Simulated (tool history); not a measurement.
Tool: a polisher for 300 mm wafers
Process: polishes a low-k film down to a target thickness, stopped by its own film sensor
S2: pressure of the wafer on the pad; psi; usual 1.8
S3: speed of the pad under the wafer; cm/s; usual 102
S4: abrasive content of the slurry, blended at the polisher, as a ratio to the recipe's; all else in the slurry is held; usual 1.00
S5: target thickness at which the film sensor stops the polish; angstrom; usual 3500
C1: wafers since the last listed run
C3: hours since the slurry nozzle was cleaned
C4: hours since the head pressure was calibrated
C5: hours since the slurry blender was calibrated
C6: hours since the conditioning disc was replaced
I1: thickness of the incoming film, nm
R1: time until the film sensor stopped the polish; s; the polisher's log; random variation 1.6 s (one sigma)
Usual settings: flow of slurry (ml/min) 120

run 1 hour=0.0 | flow_of_slurry_(ml/min)=120 S2=1.8 S3=102 S4=1.00 S5=3500 | C1=0 wafers_polished_on_this_pad=756 C3=776.9 C4=1009.6 C5=155.9 C6=140.9 | I1=392.0 | R1=100.7
run 2 hour=18.2 | flow_of_slurry_(ml/min)=120 S2=1.8 S3=102 S4=1.00 S5=3500 | C1=124 wafers_polished_on_this_pad=881 C3=795.1 C4=1027.8 C5=174.1 C6=159.1 | I1=385.3 | R1=86.1
-- hour=22.0 slurry nozzle cleaned
-- hour=31.5 conditioning disc replaced and pad reconditioned
-- hour=38.5 head pressure recalibrated
run 3 hour=45.1 | flow_of_slurry_(ml/min)=120 S2=1.8 S3=102 S4=1.00 S5=3500 | C1=149 wafers_polished_on_this_pad=1030 C3=23.1 C4=6.6 C5=201.0 C6=13.6 | I1=391.0 | R1=91.1
run 4 hour=62.8 | flow_of_slurry_(ml/min)=120 S2=1.8 S3=102 S4=1.00 S5=3500 | C1=120 wafers_polished_on_this_pad=1151 C3=40.8 C4=24.3 C5=218.7 C6=31.3 | I1=388.1 | R1=85.6
-- hour=85.3 worn pad replaced by a new one
-- hour=85.3 slurry blender recalibrated
run 5 hour=98.2 | flow_of_slurry_(ml/min)=120 S2=1.8 S3=102 S4=1.00 S5=3500 | C1=214 wafers_polished_on_this_pad=87 C3=76.2 C4=59.7 C5=12.9 C6=66.7 | I1=387.7 | R1=84.4
run 6 hour=119.2 | flow_of_slurry_(ml/min)=120 S2=1.8 S3=102 S4=1.00 S5=3500 | C1=143 wafers_polished_on_this_pad=231 C3=97.2 C4=80.7 C5=33.9 C6=87.7 | I1=388.5 | R1=83.8
run 7 hour=213.0 | flow_of_slurry_(ml/min)=80 S2=2.3 S3=130 S4=0.75 S5=3500 | C1=640 wafers_polished_on_this_pad=871 C3=191.0 C4=174.5 C5=127.7 C6=181.5 | I1=391.9 | R1=68.5
-- hour=235.8 conditioning disc replaced and pad reconditioned
run 8 hour=240.1 | flow_of_slurry_(ml/min)=120 S2=1.8 S3=116 S4=1.00 S5=3500 | C1=171 wafers_polished_on_this_pad=1042 C3=218.1 C4=201.6 C5=154.8 C6=4.3 | I1=388.8 | R1=78.1
run 9 hour=271.9 | flow_of_slurry_(ml/min)=120 S2=1.4 S3=102 S4=0.75 S5=3570 | C1=216 wafers_polished_on_this_pad=1259 C3=249.9 C4=233.4 C5=186.6 C6=36.1 | I1=388.3 | R1=92.0
-- hour=288.3 worn pad replaced by a new one
run 10 hour=292.5 | flow_of_slurry_(ml/min)=120 S2=1.8 S3=102 S4=1.00 S5=3500 | C1=113 wafers_polished_on_this_pad=28 C3=270.5 C4=254.0 C5=207.2 C6=56.7 | I1=386.0 | R1=81.5
-- hour=303.7 slurry blender recalibrated
run 11 hour=317.6 | flow_of_slurry_(ml/min)=80 S2=2.2 S3=102 S4=1.00 S5=3500 | C1=157 wafers_polished_on_this_pad=186 C3=295.6 C4=279.1 C5=13.9 C6=81.8 | I1=384.5 | R1=70.5
run 12 hour=334.9 | flow_of_slurry_(ml/min)=120 S2=1.8 S3=102 S4=1.00 S5=3500 | C1=118 wafers_polished_on_this_pad=304 C3=312.9 C4=296.4 C5=31.2 C6=99.1 | I1=390.7 | R1=95.1
run 13 hour=366.8 | flow_of_slurry_(ml/min)=150 S2=2.2 S3=102 S4=0.85 S5=3410 | C1=217 wafers_polished_on_this_pad=522 C3=344.8 C4=328.3 C5=63.1 C6=131.0 | I1=391.0 | R1=96.6
run 14 hour=383.0 | flow_of_slurry_(ml/min)=110 S2=1.3 S3=102 S4=1.15 S5=3500 | C1=110 wafers_polished_on_this_pad=632 C3=361.0 C4=344.5 C5=79.3 C6=147.2 | I1=392.9 | R1=123.0
-- hour=411.7 conditioning disc replaced and pad reconditioned
run 15 hour=413.8 | flow_of_slurry_(ml/min)=120 S2=1.8 S3=102 S4=1.00 S5=3500 | C1=196 wafers_polished_on_this_pad=829 C3=391.8 C4=375.3 C5=110.1 C6=2.1 | I1=383.9 | R1=76.2
run 16 hour=438.0 | flow_of_slurry_(ml/min)=120 S2=1.8 S3=102 S4=1.00 S5=3500 | C1=165 wafers_polished_on_this_pad=994 C3=416.0 C4=399.5 C5=134.3 C6=26.3 | I1=392.9 | R1=97.9
run 17 hour=463.8 | flow_of_slurry_(ml/min)=120 S2=1.3 S3=102 S4=1.00 S5=3570 | C1=176 wafers_polished_on_this_pad=1170 C3=441.8 C4=425.3 C5=160.1 C6=52.1 | I1=390.9 | R1=101.3
-- hour=479.5 worn pad replaced by a new one
run 18 hour=483.3 | flow_of_slurry_(ml/min)=105 S2=2.3 S3=72 S4=1.00 S5=3630 | C1=105 wafers_polished_on_this_pad=25 C3=461.3 C4=444.8 C5=179.6 C6=71.6 | I1=387.3 | R1=60.6
run 19 hour=517.2 | flow_of_slurry_(ml/min)=120 S2=1.8 S3=102 S4=1.00 S5=3500 | C1=231 wafers_polished_on_this_pad=256 C3=495.2 C4=478.7 C5=213.5 C6=105.5 | I1=394.4 | R1=100.4
run 20 hour=538.2 | flow_of_slurry_(ml/min)=105 S2=2.1 S3=90 S4=1.00 S5=3390 | C1=143 wafers_polished_on_this_pad=400 C3=516.2 C4=499.7 C5=234.5 C6=126.5 | I1=389.1 | R1=112.0
-- hour=551.3 slurry blender recalibrated
run 21 hour=561.9 | flow_of_slurry_(ml/min)=120 S2=1.8 S3=102 S4=1.00 S5=3500 | C1=148 wafers_polished_on_this_pad=548 C3=539.9 C4=523.4 C5=10.6 C6=150.2 | I1=385.7 | R1=85.1
run 22 hour=577.7 | flow_of_slurry_(ml/min)=100 S2=1.8 S3=102 S4=0.90 S5=3500 | C1=107 wafers_polished_on_this_pad=656 C3=555.7 C4=539.2 C5=26.4 C6=166.0 | I1=381.7 | R1=77.2
run 23 hour=592.3 | flow_of_slurry_(ml/min)=160 S2=2.2 S3=102 S4=1.00 S5=3400 | C1=99 wafers_polished_on_this_pad=755 C3=570.3 C4=553.8 C5=41.0 C6=180.6 | I1=389.8 | R1=88.9
run 24 hour=604.9 | flow_of_slurry_(ml/min)=120 S2=1.8 S3=102 S4=1.00 S5=3500 | C1=85 wafers_polished_on_this_pad=841 C3=582.9 C4=566.4 C5=53.6 C6=193.2 | I1=389.9 | R1=93.8
-- hour=618.8 conditioning disc replaced and pad reconditioned
run 25 hour=630.3 | flow_of_slurry_(ml/min)=120 S2=1.8 S3=102 S4=1.00 S5=3500 | C1=159 wafers_polished_on_this_pad=1001 C3=608.3 C4=591.8 C5=79.0 C6=11.5 | I1=386.8 | R1=85.2

4 ways to go on from here, each from the tool as it stands after run 25. What would each give?
run A hour=630.8 | flow_of_slurry_(ml/min)=90 S2=1.8 S3=102 S4=1.00 S5=3500 | C1=3 wafers_polished_on_this_pad=1004 C3=608.8 C4=592.3 C5=79.5 C6=12.0 | I1=395.4 | R1=?
run B hour=630.8 | flow_of_slurry_(ml/min)=120 S2=1.3 S3=126 S4=1.00 S5=3550 | C1=3 wafers_polished_on_this_pad=1004 C3=608.8 C4=592.3 C5=79.5 C6=12.0 | I1=395.4 | R1=?
run C hour=630.8 | flow_of_slurry_(ml/min)=80 S2=2.2 S3=102 S4=1.20 S5=3610 | C1=3 wafers_polished_on_this_pad=1004 C3=608.8 C4=592.3 C5=79.5 C6=12.0 | I1=395.4 | R1=?
run D hour=630.8 | flow_of_slurry_(ml/min)=120 S2=1.8 S3=124 S4=1.00 S5=3500 | C1=3 wafers_polished_on_this_pad=1004 C3=608.8 C4=592.3 C5=79.5 C6=12.0 | I1=395.4 | R1=?

run=A R1=110.1
run=B R1=104.9
run=C R1=68.1
run=D R1=89.1
Without the tool's hidden state the same runs would have given:
run=A R1=105.1
run=B R1=100.9
run=C R1=64.8
run=D R1=85.7
